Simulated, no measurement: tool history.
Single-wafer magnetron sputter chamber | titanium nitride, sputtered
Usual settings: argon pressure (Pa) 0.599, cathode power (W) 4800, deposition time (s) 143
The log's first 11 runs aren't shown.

run	hour	argon pressure (Pa)	cathode power (W)	deposition time (s)	wafers since the last listed run	wafers on the sputter target	hours since the last manometer calibration	hours since the magnet pack was replaced	hours since the gauge calibration	read-back reference wafer on the same gauge, thickness_nm	mean film thickness on the monitor wafer (nm)
# hour 665.2: capacitance manometer re-zeroed and calibrated
# hour 698.6: sputter target and shields replaced
12	725.7	0.462	3850	131	616	314	60.5	586.4	268.6	105.957	87.27
13	756.2	0.379	4100	161	353	667	91	616.9	299.1	105.838	114.703
14	780.4	0.534	5400	156	280	947	115.2	641.1	323.3	105.905	142.862
15	832.4	0.714	5800	143	601	1549	167.2	693.1	375.3	105.776	134.657
16	892.1	0.529	4100	143	691	2240	226.9	752.8	435	106.087	99.333
17	936.8	0.599	4800	154	517	2757	271.6	797.5	479.7	106.096	123.607
18	993.1	0.528	4800	143	651	3409	327.9	853.8	536	106.015	116.355
19	1041.3	0.668	3650	143	557	3967	376.1	902	584.2	106.092	85.809
20	1085.2	0.599	5500	124	508	4475	420	945.9	628.1	105.985	113.217
21	1137.1	0.417	4350	143	600	5076	471.9	997.8	680	105.996	108.367
22	1186.6	0.779	4800	143	572	5649	521.4	1047.3	729.5	106.118	110.739
# hour 1208.6: sputter target and shields replaced
23	1215.1	0.599	4800	143	237	75	549.9	1075.8	758	105.907	115.272
24	1254.6	0.599	4800	143	457	532	589.4	1115.3	797.5	106.066	114.719
25	1297.6	0.45	4800	143	497	1030	632.4	1158.3	840.5	106.014	117.871
26	1350.4	0.692	4050	160	611	1641	685.2	1211.1	893.3	106.007	106.865
27	1418.2	0.489	5900	172	784	2426	753	1278.9	961.1	106.044	173.444
28	1461.6	0.745	4800	165	502	2928	796.4	1322.3	1004.5	105.904	129.293
29	1512.2	0.599	4800	143	585	3514	847	1372.9	1055.1	105.953	115.678
30	1561.7	0.509	5250	157	572	4087	896.5	1422.4	1104.6	105.932	139.25
31	1598	0.599	4800	151	420	4507	932.8	1458.7	1140.9	105.979	120.702
32	1634.4	0.599	4800	172	421	4928	969.2	1495.1	1177.3	105.917	138.467
33	1690.8	0.403	5400	124	652	5581	1025.6	1551.5	1233.7	105.925	116.876
# hour 1721.7: sputter target and shields replaced
34	1744.8	0.599	4800	143	532	267	1079.6	1605.5	1287.7	106.004	115.754

5 ways to go on from here, each from the tool as it stands after run 34. What would each give?
A	1745.2	0.47	4800	143	4	272	1080	1605.9	1288.1	?	?
B	1745.2	0.824	4800	143	4	272	1080	1605.9	1288.1	?	?
C	1745.2	0.599	5450	153	4	272	1080	1605.9	1288.1	?	?
D	1745.2	0.404	5500	172	4	272	1080	1605.9	1288.1	?	?
E	1745.2	0.724	5650	118	4	272	1080	1605.9	1288.1	?	?

run	read-back reference wafer on the same gauge, thickness_nm	mean film thickness on the monitor wafer (nm)
A	105.994	118.256
B	105.994	109.662
C	105.994	139.728
D	105.994	165.33
E	105.994	108.785
Without the tool's hidden state the same runs would have given:
run	mean film thickness on the monitor wafer (nm)
A	118.256
B	109.662
C	139.728
D	165.33
E	108.785
